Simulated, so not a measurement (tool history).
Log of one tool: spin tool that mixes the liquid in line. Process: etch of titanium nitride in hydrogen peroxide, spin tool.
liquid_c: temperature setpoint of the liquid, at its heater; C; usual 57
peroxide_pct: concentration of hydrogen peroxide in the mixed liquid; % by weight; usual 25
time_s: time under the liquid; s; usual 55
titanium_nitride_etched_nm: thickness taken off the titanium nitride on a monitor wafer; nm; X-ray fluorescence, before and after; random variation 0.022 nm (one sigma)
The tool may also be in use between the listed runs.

run	day	liquid_c	peroxide_pct	time_s	wafers since the last listed run	hours since the thermometer was replaced	hours since the peroxide flow meter was replaced	hours since the heated supply line was repaired	hours since the drum of peroxide was connected	hours since the gauge calibration	read-back film thickness of the titanium nitride reference wafer, read on the same gauge (nm)	titanium_nitride_etched_nm
1	0	57	25	55	0	539.7	1366.7	3401.7	474.1	636.9	140.84	6.41
# day 0.071: heated supply line repaired
2	0.521	57	25	55	163	552.2	1379.2	10.8	486.6	649.4	140.82	6.42
3	1.625	57	25	55	377	578.7	1405.7	37.3	513.1	675.9	140.88	6.42
# day 2.2: thermometer replaced
4	2.846	63.5	25	55	403	15.5	1435	66.6	542.4	705.2	140.99	10.07
5	3.525	63.5	25	55	232	31.8	1451.3	82.9	558.7	721.5	141.02	10.02
6	4.892	63.5	25	55	467	64.6	1484.1	115.7	591.5	754.3	141.07	9.99
7	5.729	57	25	55	286	84.7	1504.2	135.8	611.6	774.4	141.12	6.48
8	6.942	66	25	55	414	113.8	1533.3	164.9	640.7	803.5	141.16	11.76
9	8.233	64	21.5	70	441	144.8	1564.3	195.9	671.7	834.5	141.23	12.7
10	9.033	52	18.5	55	273	164	1583.5	215.1	690.9	853.7	141.32	4.23
11	9.838	57	25	25	275	183.3	1602.8	234.4	710.2	873	141.36	2.92
12	10.429	66	27	80	202	197.5	1617	248.6	724.4	887.2	141.36	17.4
# day 10.717: new drum of peroxide connected
13	11.192	57	25	55	246	215.8	1635.3	266.9	11.4	905.5	141.42	6.45
14	12.033	54	18.5	90	287	236	1655.5	287.1	31.6	925.7	141.45	8.02
# day 12.35: peroxide flow meter replaced
15	12.975	61	25	85	307	258.6	15	309.7	54.2	948.3	141.51	13.21
16	14.412	57	25	85	491	293.1	49.5	344.2	88.7	982.8	141.61	9.99
17	15.25	57	25	40	286	313.2	69.6	364.3	108.8	1002.9	141.62	4.72
18	16.733	49.5	17.5	35	507	348.8	105.2	399.9	144.4	1038.5	141.72	2.24
# day 17.112: gauge calibrated
19	17.896	51	30	45	397	376.7	133.1	427.8	172.3	18.8	139.79	3.56
20	19.279	53	25	30	473	409.9	166.3	461	205.5	52	139.87	2.63
21	20.638	50	30	40	464	442.5	198.9	493.6	238.1	84.6	139.98	2.96
22	21.325	63.5	25	55	235	459	215.4	510.1	254.6	101.1	139.97	9.96
23	21.867	65.5	29.5	30	185	472	228.4	523.1	267.6	114.1	140.05	6.42
24	23.3	66	30	45	490	506.4	262.8	557.5	302	148.5	140.11	10.01
# day 24.712: thermometer replaced
25	24.8	57	25	55	498	2.1	298.8	593.5	338	184.5	140.14	6.38
26	25.542	57	25	55	253	19.9	316.6	611.3	355.8	202.3	140.24	6.38

Forecast each of these 3 alternatives for the next run:
A	25.558	51	25	55	5	20.3	317	611.7	356.2	202.7	?	?
B	25.558	53	30	75	5	20.3	317	611.7	356.2	202.7	?	?
C	25.558	53.5	20.5	80	5	20.3	317	611.7	356.2	202.7	?	?

run	read-back film thickness of the titanium nitride reference wafer, read on the same gauge (nm)	titanium_nitride_etched_nm
A	140.23	4.21
B	140.23	6.9
C	140.23	7.01
Without the tool's hidden state the same runs would have given:
run	titanium_nitride_etched_nm
A	4.21
B	6.89
C	7

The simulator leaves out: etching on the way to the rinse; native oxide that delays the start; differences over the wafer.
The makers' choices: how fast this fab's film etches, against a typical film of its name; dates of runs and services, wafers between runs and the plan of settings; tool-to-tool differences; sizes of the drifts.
